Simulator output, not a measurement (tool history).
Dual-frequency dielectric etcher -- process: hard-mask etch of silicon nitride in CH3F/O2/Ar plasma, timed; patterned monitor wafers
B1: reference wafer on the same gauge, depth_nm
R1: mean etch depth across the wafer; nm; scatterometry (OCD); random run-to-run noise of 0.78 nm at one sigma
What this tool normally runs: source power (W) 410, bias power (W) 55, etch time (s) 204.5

run 1 day=0.000 | source_power_(W)=410 bias_power_(W)=55 etch_time_(s)=204.5 | B1=137.0 | R1=131.2
run 2 day=2.112 | source_power_(W)=410 bias_power_(W)=55 etch_time_(s)=204.5 | B1=137.0 | R1=131.9
run 3 day=4.304 | source_power_(W)=410 bias_power_(W)=55 etch_time_(s)=204.5 | B1=137.0 | R1=132.6
run 4 day=6.442 | source_power_(W)=410 bias_power_(W)=60 etch_time_(s)=204.5 | B1=137.1 | R1=136.2
-- day=11.388 wet clean of the chamber
run 5 day=15.800 | source_power_(W)=410 bias_power_(W)=60 etch_time_(s)=204.5 | B1=136.9 | R1=135.8
run 6 day=19.042 | source_power_(W)=410 bias_power_(W)=55 etch_time_(s)=204.5 | B1=137.3 | R1=132.4
-- day=21.662 bias power generator calibrated
run 7 day=23.100 | source_power_(W)=410 bias_power_(W)=55 etch_time_(s)=204.5 | B1=137.0 | R1=132.8
run 8 day=26.546 | source_power_(W)=410 bias_power_(W)=55 etch_time_(s)=204.5 | B1=137.0 | R1=129.1
-- day=28.971 wet clean of the chamber
run 9 day=28.992 | source_power_(W)=410 bias_power_(W)=55 etch_time_(s)=204.5 | B1=137.1 | R1=129.7
-- day=30.758 gauge calibrated
run 10 day=33.012 | source_power_(W)=350 bias_power_(W)=41 etch_time_(s)=183.0 | B1=137.0 | R1=97.7
-- day=39.100 source power generator calibrated
-- day=41.862 upper electrode replaced, of another model than before
run 11 day=45.058 | source_power_(W)=360 bias_power_(W)=55 etch_time_(s)=243.0 | B1=137.1 | R1=139.0
-- day=47.533 wet clean of the chamber
run 12 day=47.554 | source_power_(W)=410 bias_power_(W)=55 etch_time_(s)=204.5 | B1=136.9 | R1=134.1
run 13 day=50.404 | source_power_(W)=360 bias_power_(W)=59 etch_time_(s)=204.5 | B1=137.0 | R1=121.8
run 14 day=54.454 | source_power_(W)=470 bias_power_(W)=62 etch_time_(s)=240.0 | B1=137.0 | R1=187.5
run 15 day=58.417 | source_power_(W)=410 bias_power_(W)=61 etch_time_(s)=204.5 | B1=136.9 | R1=139.8
run 16 day=62.554 | source_power_(W)=410 bias_power_(W)=55 etch_time_(s)=204.5 | B1=136.9 | R1=133.1

Some steps in R1, run to run, broken into two amounts with sign: the step expected even without the hidden condition (settings, incoming material, random variation), and the rest, left for the hidden condition together with whatever gauge scatter is not in both the measured and the hidden-condition-free result:
The tool's hidden condition here consists of: etch rate over this chamber's usual, %; source power that arrives over what is set, %; bias power that arrives over what is set, %; gauge reads high (%).
Run 10 -> 11: source power (W) 350 -> 360, bias power (W) 41 -> 55, etch time (s) 183.0 -> 243.0, source power generator calibrated, upper electrode replaced, of another model than before. R1 +41.3 nm: hidden state +2.5, all else +38.8.
Run 13 -> 14: source power (W) 360 -> 470, bias power (W) 59 -> 62, etch time (s) 204.5 -> 240.0. R1 +65.7 nm: hidden state -0.3, all else +66.0.
